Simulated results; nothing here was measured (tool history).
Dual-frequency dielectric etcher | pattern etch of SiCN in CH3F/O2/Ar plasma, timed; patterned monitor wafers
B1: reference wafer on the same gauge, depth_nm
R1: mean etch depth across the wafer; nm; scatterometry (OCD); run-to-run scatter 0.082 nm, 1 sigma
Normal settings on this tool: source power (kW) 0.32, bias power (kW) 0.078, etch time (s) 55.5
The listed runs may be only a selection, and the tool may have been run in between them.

Run 1, hour 0: usual settings; B1 17.72. Result: R1 20.17 nm.
Run 2, hour 33.4: usual settings; B1 17.73. Result: R1 20.22 nm.
Run 3, hour 77.1: usual settings; B1 17.68. Result: R1 20.2 nm.
Run 4, hour 133: usual settings; B1 17.67. Result: R1 19.97 nm.
At hour 198.3: wet clean of the chamber.
Run 5, hour 198.8: usual settings but etch time (s) 43; B1 17.62. Result: R1 15.5 nm.
Run 6, hour 235.7: usual settings; B1 17.59. Result: R1 20.04 nm.
At hour 291.6: gauge calibrated.
Run 7, hour 305.8: usual settings but source power (kW) 0.27, bias power (kW) 0.085; B1 18.52. Result: R1 20.56 nm.
Run 8, hour 332.4: usual settings but bias power (kW) 0.073, etch time (s) 61; B1 18.47. Result: R1 22.83 nm.
Run 9, hour 376.3: usual settings but source power (kW) 0.36, bias power (kW) 0.07, etch time (s) 72; B1 18.49. Result: R1 27.58 nm.
Run 10, hour 402.3: usual settings but source power (kW) 0.38, bias power (kW) 0.098, etch time (s) 64.5; B1 18.5. Result: R1 27.51 nm.
Run 11, hour 445.4: usual settings; B1 18.51. Result: R1 21.1 nm.
Run 12, hour 504.2: usual settings but bias power (kW) 0.085, etch time (s) 51; B1 18.49. Result: R1 19.88 nm.
Run 13, hour 547.8: usual settings; B1 18.44. Result: R1 21.13 nm.
Run 14, hour 603.2: usual settings but bias power (kW) 0.09, etch time (s) 60; B1 18.49. Result: R1 23.59 nm.
Run 15, hour 674.7: usual settings but source power (kW) 0.35; B1 18.46. Result: R1 21.8 nm.
At hour 729.5: wet clean of the chamber.
Run 16, hour 730: usual settings but source power (kW) 0.37, bias power (kW) 0.097, etch time (s) 68; B1 18.47. Result: R1 28.96 nm.
Run 17, hour 784.2: usual settings; B1 18.45. Result: R1 21 nm.
At hour 791.9: bias power generator calibrated.
Run 18, hour 827.1: usual settings; B1 18.43. Result: R1 21.02 nm.
At hour 854.7: source power generator calibrated.
Run 19, hour 876.8: usual settings but etch time (s) 40.5; B1 18.46. Result: R1 15.29 nm.
Run 20, hour 903.1: usual settings but source power (kW) 0.34, bias power (kW) 0.065, etch time (s) 47; B1 18.46. Result: R1 17.26 nm.
Run 21, hour 939.4: usual settings but source power (kW) 0.26, bias power (kW) 0.096; B1 18.45. Result: R1 20.88 nm.
Run 22, hour 979.2: usual settings but source power (kW) 0.38, bias power (kW) 0.098, etch time (s) 64.5; B1 18.4. Result: R1 27.52 nm.
Run 23, hour 1020.7: usual settings; B1 18.46. Result: R1 21.15 nm.
Run 24, hour 1069.3: usual settings but bias power (kW) 0.097, etch time (s) 67; B1 18.4. Result: R1 26.89 nm.
Run 25, hour 1102.3: usual settings; B1 18.44. Result: R1 20.78 nm.
Run 26, hour 1143.4: usual settings but bias power (kW) 0.094; B1 18.4. Result: R1 22.24 nm.
Run 27, hour 1198.1: usual settings but source power (kW) 0.35, bias power (kW) 0.065, etch time (s) 40.5; B1 18.4. Result: R1 15.03 nm.
Run 28, hour 1252.4: usual settings; B1 18.35. Result: R1 20.93 nm.
At hour 1280.7: wet clean of the chamber.
Run 29, hour 1296.8: usual settings but source power (kW) 0.38, etch time (s) 72; B1 18.35. Result: R1 28.81 nm.
Run 30, hour 1399.9: usual settings; B1 18.31. Result: R1 20.77 nm.

4 ways to go on from here, each from the tool as it stands after run 30. What would each give?
Run A, hour 1400.3: usual settings but etch time (s) 46; B1 ?. Result: R1 ?.
Run B, hour 1400.3: usual settings but source power (kW) 0.29, bias power (kW) 0.092; B1 ?. Result: R1 ?.
Run C, hour 1400.3: usual settings but bias power (kW) 0.073; B1 ?. Result: R1 ?.
Run D, hour 1400.3: usual settings but source power (kW) 0.39; B1 ?. Result: R1 ?.

run     B1     R1
  A  18.34  17.27
  B  18.34  21.17
  C  18.34  20.46
  D  18.34  22.26
With the hidden condition removed and each run's random variation left untouched, the same runs would have given:
run     R1
  A  17.53
  B  21.48
  C  20.76
  D  22.58

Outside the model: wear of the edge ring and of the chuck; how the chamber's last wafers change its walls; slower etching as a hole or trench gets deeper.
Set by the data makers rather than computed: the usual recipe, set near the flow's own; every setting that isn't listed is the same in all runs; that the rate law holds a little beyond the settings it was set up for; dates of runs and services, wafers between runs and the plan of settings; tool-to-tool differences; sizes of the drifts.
